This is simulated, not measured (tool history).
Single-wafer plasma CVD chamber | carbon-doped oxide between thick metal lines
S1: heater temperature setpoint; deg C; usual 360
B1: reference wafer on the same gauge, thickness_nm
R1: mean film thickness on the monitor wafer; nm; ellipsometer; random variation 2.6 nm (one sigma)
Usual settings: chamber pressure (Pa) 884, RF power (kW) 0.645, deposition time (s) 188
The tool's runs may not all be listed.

Run 1, hour 0.0: usual settings; B1 1254.277. Result: R1 1139.777 nm.
Run 2, hour 33.1: usual settings; B1 1251.849. Result: R1 1135.840 nm.
Run 3, hour 68.4: usual settings; B1 1246.857. Result: R1 1135.641 nm.
Run 4, hour 103.6: usual settings; B1 1246.694. Result: R1 1125.884 nm.
Run 5, hour 127.6: usual settings; B1 1246.429. Result: R1 1126.478 nm.
Run 6, hour 145.3: usual settings but S1 364 deg C; B1 1243.642. Result: R1 1111.877 nm.
At hour 169.4: capacitance manometer re-zeroed and calibrated.
Run 7, hour 170.8: usual settings; B1 1242.906. Result: R1 1129.832 nm.
At hour 179.9: RF generator calibrated.
Run 8, hour 192.3: usual settings; B1 1242.736. Result: R1 1129.548 nm.
Run 9, hour 215.9: usual settings; B1 1241.333. Result: R1 1126.232 nm.
Run 10, hour 245.5: usual settings but S1 356 deg C; B1 1241.663. Result: R1 1137.403 nm.
At hour 263.5: thermocouple changed; heater temperature recalibrated.
Run 11, hour 277.2: usual settings but chamber pressure (Pa) 767, deposition time (s) 165; B1 1239.949. Result: R1 974.862 nm.
Run 12, hour 306.6: usual settings but chamber pressure (Pa) 1061, RF power (kW) 0.565; B1 1240.560. Result: R1 1069.642 nm.
Run 13, hour 328.5: usual settings but chamber pressure (Pa) 820, RF power (kW) 0.530; B1 1239.561. Result: R1 1013.821 nm.
Run 14, hour 345.4: usual settings but S1 350 deg C, chamber pressure (Pa) 799; B1 1239.507. Result: R1 1150.960 nm.
Run 15, hour 376.8: usual settings; B1 1236.337. Result: R1 1124.799 nm.
Run 16, hour 399.2: usual settings; B1 1237.743. Result: R1 1118.866 nm.
Run 17, hour 479.3: usual settings but S1 372 deg C, RF power (kW) 0.755; B1 1236.835. Result: R1 1176.422 nm.
Run 18, hour 506.2: usual settings but S1 353 deg C, chamber pressure (Pa) 1088, RF power (kW) 0.770, deposition time (s) 167; B1 1237.291. Result: R1 1122.329 nm.
At hour 522.3: showerhead replaced.
Run 19, hour 522.7: usual settings but S1 370 deg C, chamber pressure (Pa) 684; B1 1236.749. Result: R1 1061.961 nm.
Run 20, hour 576.0: usual settings but S1 352 deg C, chamber pressure (Pa) 1057; B1 1235.989. Result: R1 1160.580 nm.
Run 21, hour 606.0: usual settings but S1 370 deg C, deposition time (s) 169; B1 1236.712. Result: R1 984.751 nm.
Run 22, hour 625.1: usual settings but RF power (kW) 0.750; B1 1235.807. Result: R1 1200.616 nm.
At hour 646.9: gauge calibrated.
Run 23, hour 649.5: usual settings but RF power (kW) 0.605, deposition time (s) 156; B1 1257.051. Result: R1 917.962 nm.
Run 24, hour 684.4: usual settings; B1 1253.266. Result: R1 1138.478 nm.
Run 25, hour 728.5: usual settings but RF power (kW) 0.770, deposition time (s) 225; B1 1247.837. Result: R1 1470.501 nm.
Run 26, hour 746.7: usual settings but S1 349 deg C, chamber pressure (Pa) 792; B1 1246.550. Result: R1 1154.636 nm.
Run 27, hour 770.4: usual settings but S1 349 deg C, chamber pressure (Pa) 1059; B1 1245.931. Result: R1 1175.049 nm.
Run 28, hour 783.0: usual settings but S1 346 deg C, chamber pressure (Pa) 980, RF power (kW) 0.550, deposition time (s) 222; B1 1244.563. Result: R1 1297.039 nm.
Run 29, hour 800.2: usual settings; B1 1243.443. Result: R1 1128.091 nm.

Forecast each of these 3 alternatives for the next run:
Run A, hour 800.7: usual settings but RF power (kW) 0.605; B1 ?. Result: R1 ?.
Run B, hour 800.7: usual settings but chamber pressure (Pa) 1075, deposition time (s) 215; B1 ?. Result: R1 ?.
Run C, hour 800.7: usual settings but S1 346 deg C; B1 ?. Result: R1 ?.

run        B1        R1
  A  1243.292  1091.930
  B  1243.292  1303.955
  C  1243.292  1172.238
Without the tool's hidden state the same runs would have given:
run        R1
  A  1105.987
  B  1320.741
  C  1187.329

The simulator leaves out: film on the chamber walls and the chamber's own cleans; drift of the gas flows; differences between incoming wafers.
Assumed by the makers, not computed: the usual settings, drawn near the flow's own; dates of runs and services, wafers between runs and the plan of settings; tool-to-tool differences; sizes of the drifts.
